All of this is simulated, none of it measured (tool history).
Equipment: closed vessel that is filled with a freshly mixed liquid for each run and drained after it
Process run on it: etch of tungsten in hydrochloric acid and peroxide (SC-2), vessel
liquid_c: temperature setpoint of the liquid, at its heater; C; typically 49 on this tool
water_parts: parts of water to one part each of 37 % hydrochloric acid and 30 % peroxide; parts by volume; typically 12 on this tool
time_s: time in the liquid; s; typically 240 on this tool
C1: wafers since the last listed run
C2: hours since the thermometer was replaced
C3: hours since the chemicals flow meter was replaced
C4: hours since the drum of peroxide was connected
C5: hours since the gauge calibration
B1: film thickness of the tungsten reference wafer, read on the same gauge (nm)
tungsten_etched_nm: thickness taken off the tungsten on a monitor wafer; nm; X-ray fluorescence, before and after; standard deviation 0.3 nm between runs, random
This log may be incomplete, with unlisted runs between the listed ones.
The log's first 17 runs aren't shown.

{"run": 18, "day": 10.838, "liquid_c": 42.5, "water_parts": 16.5, "time_s": 240, "C1": 5262, "C2": 270.7, "C3": 584.2, "C4": 152.2, "C5": 247.1, "B1": 129.98, "tungsten_etched_nm": 19.81}
{"run": 19, "day": 11.442, "liquid_c": 56, "water_parts": 15, "time_s": 240, "C1": 1461, "C2": 285.2, "C3": 598.7, "C4": 166.7, "C5": 261.6, "B1": 129.97, "tungsten_etched_nm": 53.6}
{"run": 20, "day": 11.762, "liquid_c": 49, "water_parts": 17.5, "time_s": 105, "C1": 776, "C2": 292.9, "C3": 606.4, "C4": 174.4, "C5": 269.3, "B1": 130.06, "tungsten_etched_nm": 12.99}
{"run": 21, "day": 12.062, "liquid_c": 49, "water_parts": 12, "time_s": 240, "C1": 725, "C2": 300.1, "C3": 613.6, "C4": 181.6, "C5": 276.5, "B1": 129.97, "tungsten_etched_nm": 40.94}
{"day": 12.667, "done": "chemicals flow meter replaced"}
{"run": 22, "day": 13.338, "liquid_c": 53, "water_parts": 12, "time_s": 240, "C1": 2983, "C2": 330.7, "C3": 16.1, "C4": 212.2, "C5": 307.1, "B1": 129.95, "tungsten_etched_nm": 54.67}
{"run": 23, "day": 13.775, "liquid_c": 57.5, "water_parts": 12, "time_s": 105, "C1": 1058, "C2": 341.2, "C3": 26.6, "C4": 222.7, "C5": 317.6, "B1": 130.02, "tungsten_etched_nm": 32.36}
{"run": 24, "day": 14.754, "liquid_c": 53, "water_parts": 10.5, "time_s": 240, "C1": 2369, "C2": 364.7, "C3": 50.1, "C4": 246.2, "C5": 341.1, "B1": 130, "tungsten_etched_nm": 62.08}
{"run": 25, "day": 15.238, "liquid_c": 49, "water_parts": 12, "time_s": 240, "C1": 1169, "C2": 376.3, "C3": 61.7, "C4": 257.8, "C5": 352.7, "B1": 130.01, "tungsten_etched_nm": 42.48}
{"run": 26, "day": 15.883, "liquid_c": 57, "water_parts": 10, "time_s": 380, "C1": 1562, "C2": 391.8, "C3": 77.2, "C4": 273.3, "C5": 368.2, "B1": 130.03, "tungsten_etched_nm": 131}
{"run": 27, "day": 16.408, "liquid_c": 49, "water_parts": 12, "time_s": 110, "C1": 1270, "C2": 404.4, "C3": 89.8, "C4": 285.9, "C5": 380.8, "B1": 130, "tungsten_etched_nm": 19.3}
{"run": 28, "day": 16.746, "liquid_c": 42.5, "water_parts": 7.5, "time_s": 240, "C1": 816, "C2": 412.5, "C3": 97.9, "C4": 294, "C5": 388.9, "B1": 130, "tungsten_etched_nm": 39.85}
{"run": 29, "day": 17.071, "liquid_c": 54.5, "water_parts": 16, "time_s": 240, "C1": 786, "C2": 420.3, "C3": 105.7, "C4": 301.8, "C5": 396.7, "B1": 130.02, "tungsten_etched_nm": 47.35}
{"run": 30, "day": 18.404, "liquid_c": 44.5, "water_parts": 9.5, "time_s": 375, "C1": 3225, "C2": 452.3, "C3": 137.7, "C4": 333.8, "C5": 428.7, "B1": 130.03, "tungsten_etched_nm": 58.78}
{"run": 31, "day": 19.067, "liquid_c": 53, "water_parts": 7.5, "time_s": 375, "C1": 1602, "C2": 468.2, "C3": 153.6, "C4": 349.7, "C5": 444.6, "B1": 130, "tungsten_etched_nm": 126.32}

What if the next run were any one of these 3? Each begins from the tool's condition after run 31:
{"run": "A", "day": 19.096, "liquid_c": 49, "water_parts": 12, "time_s": 240, "C1": 70, "C2": 468.9, "C3": 154.3, "C4": 350.4, "C5": 445.3, "B1": "?", "tungsten_etched_nm": "?"}
{"run": "B", "day": 19.096, "liquid_c": 58, "water_parts": 12, "time_s": 165, "C1": 70, "C2": 468.9, "C3": 154.3, "C4": 350.4, "C5": 445.3, "B1": "?", "tungsten_etched_nm": "?"}
{"run": "C", "day": 19.096, "liquid_c": 57.5, "water_parts": 12, "time_s": 240, "C1": 70, "C2": 468.9, "C3": 154.3, "C4": 350.4, "C5": 445.3, "B1": "?", "tungsten_etched_nm": "?"}

run=A B1=130.06 tungsten_etched_nm=41.47
run=B B1=130.06 tungsten_etched_nm=51.3
run=C B1=130.06 tungsten_etched_nm=72.29
The same runs, with their run-to-run variation unchanged, on a tool lacking any hidden condition would have given:
run=A tungsten_etched_nm=42.04
run=B tungsten_etched_nm=52.01
run=C tungsten_etched_nm=73.28

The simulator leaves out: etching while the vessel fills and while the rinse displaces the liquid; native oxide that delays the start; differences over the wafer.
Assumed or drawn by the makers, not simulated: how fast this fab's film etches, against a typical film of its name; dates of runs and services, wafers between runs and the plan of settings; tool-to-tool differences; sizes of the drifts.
